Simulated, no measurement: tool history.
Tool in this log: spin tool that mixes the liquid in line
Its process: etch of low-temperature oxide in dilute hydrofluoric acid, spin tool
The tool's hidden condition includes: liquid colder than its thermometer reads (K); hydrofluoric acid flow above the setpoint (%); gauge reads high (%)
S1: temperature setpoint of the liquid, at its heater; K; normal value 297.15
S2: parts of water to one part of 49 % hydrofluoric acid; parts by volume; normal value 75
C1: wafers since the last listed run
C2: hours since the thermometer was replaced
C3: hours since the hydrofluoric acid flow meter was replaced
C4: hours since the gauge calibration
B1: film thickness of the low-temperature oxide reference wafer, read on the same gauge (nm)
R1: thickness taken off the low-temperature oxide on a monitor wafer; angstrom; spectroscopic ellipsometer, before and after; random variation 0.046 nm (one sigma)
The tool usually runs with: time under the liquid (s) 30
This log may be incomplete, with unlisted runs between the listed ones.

run 1 day=0 | S1=297.15 S2=75 time_under_the_liquid_(s)=30 | C1=0 C2=1556.9 C3=972.3 C4=68.2 | B1=130 | R1=128.5
run 2 day=0.712 | S1=297.15 S2=75 time_under_the_liquid_(s)=30 | C1=168 C2=1574 C3=989.4 C4=85.3 | B1=129.98 | R1=128.3
run 3 day=2.246 | S1=297.15 S2=75 time_under_the_liquid_(s)=30 | C1=361 C2=1610.8 C3=1026.2 C4=122.1 | B1=130.02 | R1=130
run 4 day=2.921 | S1=297.15 S2=105 time_under_the_liquid_(s)=30 | C1=159 C2=1627 C3=1042.4 C4=138.3 | B1=129.98 | R1=89.2
run 5 day=3.517 | S1=297.15 S2=105 time_under_the_liquid_(s)=30 | C1=140 C2=1641.3 C3=1056.7 C4=152.6 | B1=130 | R1=89.6
run 6 day=4.162 | S1=297.15 S2=85 time_under_the_liquid_(s)=30 | C1=152 C2=1656.8 C3=1072.2 C4=168.1 | B1=130.01 | R1=113.1
run 7 day=4.517 | S1=297.15 S2=85 time_under_the_liquid_(s)=30 | C1=83 C2=1665.3 C3=1080.7 C4=176.6 | B1=129.96 | R1=113.4
run 8 day=5.042 | S1=297.15 S2=90 time_under_the_liquid_(s)=30 | C1=123 C2=1677.9 C3=1093.3 C4=189.2 | B1=130.03 | R1=107.4
run 9 day=5.521 | S1=297.15 S2=90 time_under_the_liquid_(s)=30 | C1=113 C2=1689.4 C3=1104.8 C4=200.7 | B1=129.98 | R1=105.6
run 10 day=5.9 | S1=297.15 S2=90 time_under_the_liquid_(s)=30 | C1=89 C2=1698.5 C3=1113.9 C4=209.8 | B1=130.03 | R1=106.6
run 11 day=6.458 | S1=297.15 S2=75 time_under_the_liquid_(s)=30 | C1=131 C2=1711.9 C3=1127.3 C4=223.2 | B1=130 | R1=130.1
-- day=7.071 gauge calibrated
-- day=7.283 thermometer replaced
run 12 day=7.483 | S1=297.15 S2=75 time_under_the_liquid_(s)=30 | C1=232 C2=4.8 C3=1151.9 C4=9.9 | B1=130 | R1=140.3
run 13 day=8.133 | S1=301.15 S2=60 time_under_the_liquid_(s)=30 | C1=153 C2=20.4 C3=1167.5 C4=25.5 | B1=130.02 | R1=210.7
run 14 day=8.558 | S1=297.15 S2=105 time_under_the_liquid_(s)=30 | C1=100 C2=30.6 C3=1177.7 C4=35.7 | B1=129.98 | R1=97.8
run 15 day=9.192 | S1=294.65 S2=75 time_under_the_liquid_(s)=40 | C1=149 C2=45.8 C3=1192.9 C4=50.9 | B1=130.02 | R1=169.5

What does the tool deliver on the next run?
run 16 day=9.617 | S1=295.15 S2=45 time_under_the_liquid_(s)=30 | C1=100 C2=56 C3=1203.1 C4=61.1 | B1=? | R1=?

{"run 16": {"B1": 130.01, "R1": 222.3}}
Without the tool's hidden state the same run would have given R1 200.5 angstrom.
